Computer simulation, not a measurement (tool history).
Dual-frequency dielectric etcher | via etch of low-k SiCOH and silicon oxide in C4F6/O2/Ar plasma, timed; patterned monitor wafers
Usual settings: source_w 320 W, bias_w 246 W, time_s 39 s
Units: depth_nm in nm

run,day,source_w,bias_w,time_s,wafers since the last listed run,hours since the last wet clean,hours since the last source power generator calibration,hours since the last bias power generator calibration,hours since the last upper electrode change,hours since the gauge calibration,"read-back reference wafer on the same gauge, depth_nm",depth_nm
1,0,320,246,39,0,152.5,899,809.1,2688.5,2303.3,85,96.2
2,3.35,380,276,39,1276,232.9,979.4,889.5,2768.9,2383.7,85.1,104.4
3,7.271,380,276,39,1493,327,1073.5,983.6,2863,2477.8,85.1,102.7
4,9.917,380,276,39,1008,390.5,1137,1047.1,2926.5,2541.3,84.9,102.8
5,14.35,320,246,39,1689,496.9,1243.4,1153.5,3032.9,2647.7,85.1,93.3
# day 15.046: gauge calibrated
6,17.133,320,246,39,1060,563.7,1310.2,1220.3,3099.7,50.1,85.3,94.6
7,18.675,370,246,39,587,600.7,1347.2,1257.3,3136.7,87.1,85.2,97.6
8,22.338,320,246,39,1395,688.6,1435.1,1345.2,3224.6,175,85.2,91.4
# day 24.508: wet clean of the chamber
9,25.4,320,246,39,785,21.4,1508.6,1418.7,3298.1,248.5,84.9,98.3
10,28.212,260,246,39,1071,88.9,1576.1,1486.2,3365.6,316,84.9,92.6
11,30.346,340,246,39,812,140.1,1627.3,1537.4,3416.8,367.2,85.2,97.2
# day 33.654: upper electrode replaced
12,33.675,320,246,39,887,220,1707.2,1617.3,0.5,447.1,85.2,96.1
13,46.154,320,246,39,4754,519.5,2006.7,1916.8,300,746.6,84.9,93.9
14,47.725,320,269,29,598,557.2,2044.4,1954.5,337.7,784.3,85.1,72.2
# day 50.825: wet clean of the chamber
15,51.779,320,215,48.5,1163,22.9,2141.7,2051.8,435,881.6,85.1,117.5
16,56.292,320,246,39,1719,131.2,2250,2160.1,543.3,989.9,85.3,97.2
17,60.296,320,246,39,1525,227.3,2346.1,2256.2,639.4,1086,85.2,95.3
18,62.342,320,246,39,779,276.4,2395.2,2305.3,688.5,1135.1,85.1,96.2

Forecast run 19:
19,64.442,320,285,42.5,800,326.8,2445.6,2355.7,738.9,1185.5,?,?

read-back reference wafer on the same gauge, depth_nm: 85
depth_nm: 107.6 nm
Without the tool's hidden state the same run would have given depth_nm 110.8 nm.

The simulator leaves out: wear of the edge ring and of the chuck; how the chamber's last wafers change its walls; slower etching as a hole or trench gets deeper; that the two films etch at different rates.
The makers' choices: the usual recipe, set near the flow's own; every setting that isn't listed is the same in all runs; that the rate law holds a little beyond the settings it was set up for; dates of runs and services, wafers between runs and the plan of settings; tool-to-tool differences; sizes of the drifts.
